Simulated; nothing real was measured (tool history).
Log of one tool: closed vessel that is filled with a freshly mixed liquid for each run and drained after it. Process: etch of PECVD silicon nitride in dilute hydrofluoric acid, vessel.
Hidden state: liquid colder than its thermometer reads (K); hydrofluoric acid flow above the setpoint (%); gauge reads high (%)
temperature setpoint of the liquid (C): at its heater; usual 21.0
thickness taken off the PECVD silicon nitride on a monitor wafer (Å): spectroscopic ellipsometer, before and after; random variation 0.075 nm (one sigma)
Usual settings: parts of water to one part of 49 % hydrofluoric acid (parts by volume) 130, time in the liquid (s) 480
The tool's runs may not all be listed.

run	hour	temperature setpoint of the liquid (C)	parts of water to one part of 49 % hydrofluoric acid (parts by volume)	time in the liquid (s)	wafers since the last listed run	hours since the thermometer was replaced	hours since the hydrofluoric acid flow meter was replaced	hours since the gauge calibration	read-back film thickness of the PECVD silicon nitride reference wafer, read on the same gauge (nm)	thickness taken off the PECVD silicon nitride on a monitor wafer (Å)
1	0.0	21.0	90	480	0	1233.1	357.0	480.1	39.98	180.2
2	13.9	21.0	90	480	1112	1247.0	370.9	494.0	39.99	178.2
3	47.1	21.0	90	480	2656	1280.2	404.1	527.2	40.02	179.0
4	82.5	21.0	130	480	2832	1315.6	439.5	562.6	39.96	123.9
5	108.6	21.0	130	480	2088	1341.7	465.6	588.7	40.00	124.6
6	133.8	21.0	165	395	2016	1366.9	490.8	613.9	40.00	80.5
7	160.9	21.0	165	395	2168	1394.0	517.9	641.0	40.00	80.0
8	187.7	21.0	165	395	2144	1420.8	544.7	667.8	39.98	80.6
# hour 194.8: thermometer replaced
# hour 202.1: gauge calibrated
9	205.7	21.0	130	480	1360	10.9	562.7	3.6	39.98	142.9
10	221.7	21.0	130	480	1280	26.9	578.7	19.6	40.01	142.7
11	254.6	21.0	130	480	2632	59.8	611.6	52.5	40.02	141.7
12	288.8	19.5	100	255	2736	94.0	645.8	86.7	40.00	88.3
13	323.0	21.0	75	225	2736	128.2	680.0	120.9	40.00	113.2
14	345.3	17.5	80	320	1784	150.5	702.3	143.2	40.02	118.6
15	370.3	19.5	105	700	2000	175.5	727.3	168.2	40.01	230.0
16	391.4	23.5	130	235	1688	196.6	748.4	189.3	39.98	80.4
# hour 412.1: hydrofluoric acid flow meter replaced
17	417.1	21.0	130	480	1976	222.3	5.0	215.0	40.03	141.6
18	454.1	21.0	65	295	2960	259.3	42.0	252.0	39.99	167.1
19	474.3	19.0	100	480	1616	279.5	62.2	272.2	40.04	156.7
20	491.5	23.0	130	480	1376	296.7	79.4	289.4	40.01	158.7
21	507.1	21.0	130	480	1248	312.3	95.0	305.0	40.01	138.1
22	528.0	21.0	130	480	1672	333.2	115.9	325.9	40.00	137.3

3 ways to go on from here, each from the tool as it stands after run 22. What would each give?
A	528.8	21.0	130	480	64	334.0	116.7	326.7	?	?
B	528.8	25.5	165	640	64	334.0	116.7	326.7	?	?
C	528.8	19.0	170	480	64	334.0	116.7	326.7	?	?

run	read-back film thickness of the PECVD silicon nitride reference wafer, read on the same gauge (nm)	thickness taken off the PECVD silicon nitride on a monitor wafer (Å)
A	40.00	138.2
B	40.00	195.5
C	40.00	93.1
Without the tool's hidden state the same runs would have given:
run	thickness taken off the PECVD silicon nitride on a monitor wafer (Å)
A	143.4
B	202.5
C	96.6
